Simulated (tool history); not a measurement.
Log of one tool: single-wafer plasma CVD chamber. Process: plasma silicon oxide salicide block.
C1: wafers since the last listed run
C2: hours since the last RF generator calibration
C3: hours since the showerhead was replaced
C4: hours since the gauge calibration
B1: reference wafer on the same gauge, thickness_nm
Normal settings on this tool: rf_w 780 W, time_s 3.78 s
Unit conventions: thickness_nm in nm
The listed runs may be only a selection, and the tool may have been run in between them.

{"run": 1, "hour": 0.0, "rf_w": 780, "time_s": 3.78, "C1": 0, "C2": 1126.5, "C3": 3423.2, "C4": 1153.9, "B1": 45.207, "thickness_nm": 38.752}
{"run": 2, "hour": 58.8, "rf_w": 780, "time_s": 3.78, "C1": 1302, "C2": 1185.3, "C3": 3482, "C4": 1212.7, "B1": 45.23, "thickness_nm": 39.127}
{"run": 3, "hour": 100.1, "rf_w": 780, "time_s": 3.78, "C1": 915, "C2": 1226.6, "C3": 3523.3, "C4": 1254, "B1": 45.21, "thickness_nm": 38.815}
{"run": 4, "hour": 162.3, "rf_w": 780, "time_s": 3.78, "C1": 1378, "C2": 1288.8, "C3": 3585.5, "C4": 1316.2, "B1": 45.196, "thickness_nm": 39.021}
{"run": 5, "hour": 228.4, "rf_w": 780, "time_s": 3.24, "C1": 1464, "C2": 1354.9, "C3": 3651.6, "C4": 1382.3, "B1": 45.183, "thickness_nm": 33.327}
{"run": 6, "hour": 270.5, "rf_w": 780, "time_s": 3.24, "C1": 932, "C2": 1397, "C3": 3693.7, "C4": 1424.4, "B1": 45.203, "thickness_nm": 33.166}
{"run": 7, "hour": 339.1, "rf_w": 780, "time_s": 3.24, "C1": 1520, "C2": 1465.6, "C3": 3762.3, "C4": 1493, "B1": 45.206, "thickness_nm": 33.235}
{"run": 8, "hour": 389.6, "rf_w": 820, "time_s": 3.78, "C1": 1118, "C2": 1516.1, "C3": 3812.8, "C4": 1543.5, "B1": 45.18, "thickness_nm": 39.277}
{"run": 9, "hour": 593.2, "rf_w": 820, "time_s": 3.78, "C1": 4511, "C2": 1719.7, "C3": 4016.4, "C4": 1747.1, "B1": 45.17, "thickness_nm": 39.248}
{"run": 10, "hour": 641.9, "rf_w": 820, "time_s": 3.78, "C1": 1079, "C2": 1768.4, "C3": 4065.1, "C4": 1795.8, "B1": 45.233, "thickness_nm": 39.224}
{"run": 11, "hour": 673.4, "rf_w": 780, "time_s": 3.52, "C1": 697, "C2": 1799.9, "C3": 4096.6, "C4": 1827.3, "B1": 45.239, "thickness_nm": 35.956}
{"hour": 706.6, "done": "showerhead replaced"}
{"run": 12, "hour": 736.5, "rf_w": 780, "time_s": 3.52, "C1": 1220, "C2": 1863, "C3": 29.9, "C4": 1890.4, "B1": 45.173, "thickness_nm": 35.923}
{"run": 13, "hour": 773.8, "rf_w": 780, "time_s": 3.78, "C1": 826, "C2": 1900.3, "C3": 67.2, "C4": 1927.7, "B1": 45.185, "thickness_nm": 38.45}
{"run": 14, "hour": 832.7, "rf_w": 780, "time_s": 3.78, "C1": 1305, "C2": 1959.2, "C3": 126.1, "C4": 1986.6, "B1": 45.189, "thickness_nm": 38.624}
{"run": 15, "hour": 890.6, "rf_w": 780, "time_s": 3.78, "C1": 1282, "C2": 2017.1, "C3": 184, "C4": 2044.5, "B1": 45.192, "thickness_nm": 38.531}
{"run": 16, "hour": 959.2, "rf_w": 695, "time_s": 3.78, "C1": 1520, "C2": 2085.7, "C3": 252.6, "C4": 2113.1, "B1": 45.195, "thickness_nm": 37.358}
{"run": 17, "hour": 993.1, "rf_w": 695, "time_s": 3.78, "C1": 751, "C2": 2119.6, "C3": 286.5, "C4": 2147, "B1": 45.209, "thickness_nm": 37.527}
{"run": 18, "hour": 1060.3, "rf_w": 695, "time_s": 3.78, "C1": 1489, "C2": 2186.8, "C3": 353.7, "C4": 2214.2, "B1": 45.196, "thickness_nm": 37.44}
{"run": 19, "hour": 1085.1, "rf_w": 890, "time_s": 3.78, "C1": 549, "C2": 2211.6, "C3": 378.5, "C4": 2239, "B1": 45.208, "thickness_nm": 39.666}
{"run": 20, "hour": 1125.1, "rf_w": 895, "time_s": 4.2, "C1": 886, "C2": 2251.6, "C3": 418.5, "C4": 2279, "B1": 45.202, "thickness_nm": 44.18}
{"run": 21, "hour": 1178.3, "rf_w": 860, "time_s": 3.44, "C1": 1178, "C2": 2304.8, "C3": 471.7, "C4": 2332.2, "B1": 45.175, "thickness_nm": 35.808}
{"run": 22, "hour": 1243.4, "rf_w": 780, "time_s": 3.78, "C1": 1442, "C2": 2369.9, "C3": 536.8, "C4": 2397.3, "B1": 45.229, "thickness_nm": 38.47}
{"run": 23, "hour": 1287.1, "rf_w": 690, "time_s": 4.43, "C1": 968, "C2": 2413.6, "C3": 580.5, "C4": 2441, "B1": 45.221, "thickness_nm": 43.522}
{"hour": 1301.4, "done": "gauge calibrated"}
{"run": 24, "hour": 1329.1, "rf_w": 835, "time_s": 3.78, "C1": 930, "C2": 2455.6, "C3": 622.5, "C4": 27.7, "B1": 45.186, "thickness_nm": 38.898}
{"run": 25, "hour": 1387.7, "rf_w": 665, "time_s": 3.11, "C1": 1298, "C2": 2514.2, "C3": 681.1, "C4": 86.3, "B1": 45.255, "thickness_nm": 30.482}
{"run": 26, "hour": 1416.2, "rf_w": 900, "time_s": 3.52, "C1": 631, "C2": 2542.7, "C3": 709.6, "C4": 114.8, "B1": 45.21, "thickness_nm": 36.912}
{"run": 27, "hour": 1459.3, "rf_w": 820, "time_s": 4.44, "C1": 955, "C2": 2585.8, "C3": 752.7, "C4": 157.9, "B1": 45.222, "thickness_nm": 45.414}
{"hour": 1468.3, "done": "RF generator calibrated"}
{"run": 28, "hour": 1525.6, "rf_w": 655, "time_s": 3.78, "C1": 1291, "C2": 57.3, "C3": 819, "C4": 224.2, "B1": 45.245, "thickness_nm": 37.645}
{"run": 29, "hour": 1580.2, "rf_w": 730, "time_s": 4.39, "C1": 1209, "C2": 111.9, "C3": 873.6, "C4": 278.8, "B1": 45.164, "thickness_nm": 44.836}
{"run": 30, "hour": 1610.9, "rf_w": 725, "time_s": 3.39, "C1": 680, "C2": 142.6, "C3": 904.3, "C4": 309.5, "B1": 45.185, "thickness_nm": 34.617}
{"run": 31, "hour": 1647.2, "rf_w": 725, "time_s": 3.39, "C1": 804, "C2": 178.9, "C3": 940.6, "C4": 345.8, "B1": 45.206, "thickness_nm": 34.612}
{"run": 32, "hour": 1719.2, "rf_w": 780, "time_s": 3.78, "C1": 1595, "C2": 250.9, "C3": 1012.6, "C4": 417.8, "B1": 45.197, "thickness_nm": 39.356}
{"run": 33, "hour": 1750.0, "rf_w": 825, "time_s": 3.43, "C1": 682, "C2": 281.7, "C3": 1043.4, "C4": 448.6, "B1": 45.165, "thickness_nm": 35.954}
{"run": 34, "hour": 1807.9, "rf_w": 640, "time_s": 4.35, "C1": 1282, "C2": 339.6, "C3": 1101.3, "C4": 506.5, "B1": 45.182, "thickness_nm": 43.374}
{"run": 35, "hour": 1833.8, "rf_w": 665, "time_s": 4.09, "C1": 573, "C2": 365.5, "C3": 1127.2, "C4": 532.4, "B1": 45.177, "thickness_nm": 40.934}
{"run": 36, "hour": 1896.5, "rf_w": 780, "time_s": 3.78, "C1": 1389, "C2": 428.2, "C3": 1189.9, "C4": 595.1, "B1": 45.177, "thickness_nm": 39.022}
{"run": 37, "hour": 1921.7, "rf_w": 780, "time_s": 4.08, "C1": 558, "C2": 453.4, "C3": 1215.1, "C4": 620.3, "B1": 45.206, "thickness_nm": 42.406}
{"run": 38, "hour": 1951.6, "rf_w": 780, "time_s": 3.78, "C1": 662, "C2": 483.3, "C3": 1245, "C4": 650.2, "B1": 45.185, "thickness_nm": 39.162}

For each run, the measured value with the value that run would have given without the tool's hidden condition subtracted. The run-to-run variation is shared by both, the gauge scatter possibly not:
What the log doesn't record here: delivered RF power above the setpoint (%); gauge reads high (%).
run=1 thickness_nm=-0.329
run=2 thickness_nm=-0.35
run=3 thickness_nm=-0.362
run=4 thickness_nm=-0.387
run=5 thickness_nm=-0.351
run=6 thickness_nm=-0.364
run=7 thickness_nm=-0.389
run=8 thickness_nm=-0.482
run=9 thickness_nm=-0.577
run=10 thickness_nm=-0.602
run=11 thickness_nm=-0.567
run=12 thickness_nm=-0.597
run=13 thickness_nm=-0.66
run=14 thickness_nm=-0.696
run=15 thickness_nm=-0.728
run=16 thickness_nm=-0.747
run=17 thickness_nm=-0.77
run=18 thickness_nm=-0.811
run=19 thickness_nm=-0.875
run=20 thickness_nm=-1.005
run=21 thickness_nm=-0.848
run=22 thickness_nm=-0.957
run=23 thickness_nm=-1.119
run=24 thickness_nm=-1.031
run=25 thickness_nm=-0.843
run=26 thickness_nm=-1.042
run=27 thickness_nm=-1.322
run=28 thickness_nm=-0.019
run=29 thickness_nm=-0.024
run=30 thickness_nm=-0.019
run=31 thickness_nm=-0.02
run=32 thickness_nm=-0.027
run=33 thickness_nm=-0.027
run=34 thickness_nm=-0.039
run=35 thickness_nm=-0.039
run=36 thickness_nm=-0.044
run=37 thickness_nm=-0.051
run=38 thickness_nm=-0.051
